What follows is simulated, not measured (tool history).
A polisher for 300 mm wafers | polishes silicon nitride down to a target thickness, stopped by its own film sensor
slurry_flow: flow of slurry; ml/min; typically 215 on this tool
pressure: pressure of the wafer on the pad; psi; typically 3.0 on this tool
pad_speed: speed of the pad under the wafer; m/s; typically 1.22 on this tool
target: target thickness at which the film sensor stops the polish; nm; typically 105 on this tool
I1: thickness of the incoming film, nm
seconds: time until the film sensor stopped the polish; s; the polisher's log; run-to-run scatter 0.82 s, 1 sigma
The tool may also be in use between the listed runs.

Run 1, hour 0.0: usual settings but target 78 nm; I1 210.6. Result: seconds 86.6 s.
Run 2, hour 11.5: usual settings but target 78 nm; I1 209.7. Result: seconds 86.9 s.
Run 3, hour 28.9: usual settings but pad_speed 0.92 m/s; I1 213.9. Result: seconds 92.8 s.
Run 4, hour 45.1: usual settings but pad_speed 0.92 m/s; I1 208.5. Result: seconds 89.0 s.
At hour 53.9: head pressure recalibrated.
Run 5, hour 54.3: usual settings but pad_speed 0.92 m/s; I1 211.5. Result: seconds 92.0 s.
Run 6, hour 63.7: usual settings but pressure 2.4 psi; I1 210.3. Result: seconds 90.0 s.
At hour 79.9: worn pad replaced by a new one, of another model than before.
Run 7, hour 80.4: usual settings but slurry_flow 185 ml/min, pressure 3.4 psi; I1 209.1. Result: seconds 62.2 s.
Run 8, hour 84.6: usual settings but slurry_flow 275 ml/min; I1 206.9. Result: seconds 63.7 s.
Run 9, hour 100.9: usual settings but slurry_flow 235 ml/min; I1 209.8. Result: seconds 67.3 s.
At hour 110.9: slurry nozzle cleaned.
Run 10, hour 118.7: usual settings but target 80 nm; I1 212.3. Result: seconds 90.5 s.
Run 11, hour 128.4: usual settings but slurry_flow 280 ml/min; I1 209.6. Result: seconds 68.9 s.
Run 12, hour 145.3: usual settings but pressure 3.5 psi; I1 212.6. Result: seconds 65.8 s.
Run 13, hour 159.7: usual settings; I1 210.0. Result: seconds 73.0 s.
Run 14, hour 175.0: usual settings but pressure 2.1 psi, pad_speed 1.56 m/s, target 131 nm; I1 208.6. Result: seconds 60.0 s.

For each run, the measured value with the value that run would have given without the tool's hidden condition subtracted. The run-to-run variation is shared by both, the gauge scatter possibly not:
The tool's hidden condition here consists of: removal rate lost through wear of the pad, %; slurry flow missing at the pad, %; deviation of the head's pressure from its setpoint, %.
run  seconds
  1     +3.6
  2     +4.5
  3     +6.2
  4     +7.1
  5     +8.1
  6     +8.6
  7     +0.9
  8     +1.1
  9     +2.1
 10     +4.2
 11     +3.8
 12     +4.5
 13     +6.0
 14     +5.6
